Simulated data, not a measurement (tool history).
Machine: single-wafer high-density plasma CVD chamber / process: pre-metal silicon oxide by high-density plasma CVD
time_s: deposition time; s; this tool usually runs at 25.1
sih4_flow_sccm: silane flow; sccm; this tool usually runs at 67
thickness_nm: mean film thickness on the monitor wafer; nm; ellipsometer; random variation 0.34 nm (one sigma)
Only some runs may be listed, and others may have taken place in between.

run,day,time_s,sih4_flow_sccm,"read-back reference wafer on the same gauge, thickness_nm",thickness_nm
1,0.000,25.1,67,153.925,162.724
2,1.142,25.1,67,154.003,161.903
3,2.300,28.0,67,153.914,182.345
4,3.208,25.1,67,154.090,163.244
5,4.579,25.1,67,153.943,162.505
6,5.567,25.1,67,153.968,162.385
7,6.725,25.1,67,154.020,162.459
8,7.438,28.9,67,154.000,187.090
9,8.008,25.1,67,154.025,162.478
10,9.200,25.1,67,153.996,163.518
11,9.883,25.1,71,153.984,172.175
12,10.567,25.1,71,154.002,172.528
13,12.054,25.1,67,153.960,163.332
14,13.483,28.9,80,154.095,223.202
15,14.562,20.5,67,154.091,133.262
# day 16.625: gauge calibrated
16,17.242,20.2,74,154.024,144.469
# day 17.600: silane flow controller replaced
17,17.871,22.4,63,154.001,136.740
18,18.379,25.1,67,153.945,163.255
19,19.604,27.4,74,153.992,196.201

Estimate the outcome of run 20 from the log above:
20,20.108,22.9,77,?,?

Run 20 yielded read-back reference wafer on the same gauge, thickness_nm 153.983, thickness_nm 170.301 nm.
The same run, on a tool lacking any hidden state, would have yielded thickness_nm 170.301 nm.

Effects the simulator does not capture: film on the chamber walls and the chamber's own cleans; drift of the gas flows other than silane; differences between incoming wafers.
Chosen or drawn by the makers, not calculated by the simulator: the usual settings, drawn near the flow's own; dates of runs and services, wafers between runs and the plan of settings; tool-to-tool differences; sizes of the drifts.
